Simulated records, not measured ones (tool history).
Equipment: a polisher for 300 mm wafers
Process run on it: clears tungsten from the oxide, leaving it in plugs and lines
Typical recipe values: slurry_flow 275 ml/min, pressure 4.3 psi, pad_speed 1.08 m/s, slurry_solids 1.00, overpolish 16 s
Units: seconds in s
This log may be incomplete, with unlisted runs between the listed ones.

run	day	slurry_flow	pressure	pad_speed	slurry_solids	overpolish	wafers since the last listed run	wafers polished on this pad	hours since the slurry nozzle was cleaned	hours since the head pressure was calibrated	hours since the slurry blender was calibrated	hours since the slurry got fresh peroxide	incoming thickness of the incoming film, nm	seconds
1	0.000	275	4.3	1.20	1.00	12	0	676	25.1	751.2	199.0	119.3	501.5	86.1
# day 0.446: slurry tank refilled with fresh slurry and peroxide
2	1.500	275	4.3	1.08	1.00	23	181	858	61.1	787.2	235.0	25.3	487.2	88.0
# day 2.858: worn pad replaced by a new one
3	2.879	275	4.3	1.08	1.00	23	151	2	94.2	820.3	268.1	58.4	490.2	89.3
# day 4.575: slurry blender recalibrated
4	5.521	275	4.3	1.08	1.00	23	319	321	157.6	883.7	22.7	121.8	500.0	95.9
# day 5.750: slurry tank refilled with fresh slurry and peroxide
5	7.658	275	4.3	1.08	1.00	21	261	582	208.9	935.0	74.0	45.8	491.3	89.8
6	9.917	275	4.3	1.08	1.00	21	281	864	263.1	989.2	128.2	100.0	493.1	96.1
# day 12.075: worn pad replaced by a new one
# day 12.133: slurry tank refilled with fresh slurry and peroxide
7	12.288	275	4.3	1.08	1.00	21	269	21	320.0	1046.1	185.1	3.7	499.8	88.4
8	14.221	275	4.3	1.08	1.00	16	241	262	366.4	1092.5	231.5	50.1	504.7	93.0
9	16.725	195	4.3	1.44	0.85	11	312	574	426.5	1152.6	291.6	110.2	496.0	77.8
# day 17.729: slurry tank refilled with fresh slurry and peroxide
# day 18.912: head pressure recalibrated
10	19.179	335	4.3	1.20	0.85	16	290	865	485.4	6.4	350.5	34.8	494.5	85.4
# day 19.483: worn pad replaced by a new one
# day 19.758: slurry nozzle cleaned
# day 20.850: slurry blender recalibrated
11	20.871	335	5.7	0.94	0.70	16	174	157	26.7	47.0	0.5	75.4	492.3	86.9
12	22.229	330	4.3	1.08	1.20	16	169	326	59.3	79.6	33.1	108.0	490.0	90.2
13	23.871	335	5.7	0.94	0.70	16	204	531	98.7	119.0	72.5	147.4	489.4	89.7

What will run 14 give?
# day 23.925: slurry tank refilled with fresh slurry and peroxide
14	24.958	240	5.4	1.08	1.00	26	130	661	124.8	145.1	98.6	24.8	500.5	?

{"run 14": {"seconds": 71.6}}
With the hidden condition absent and the run-to-run variation left alone, this run would have shown seconds 67.7 s.
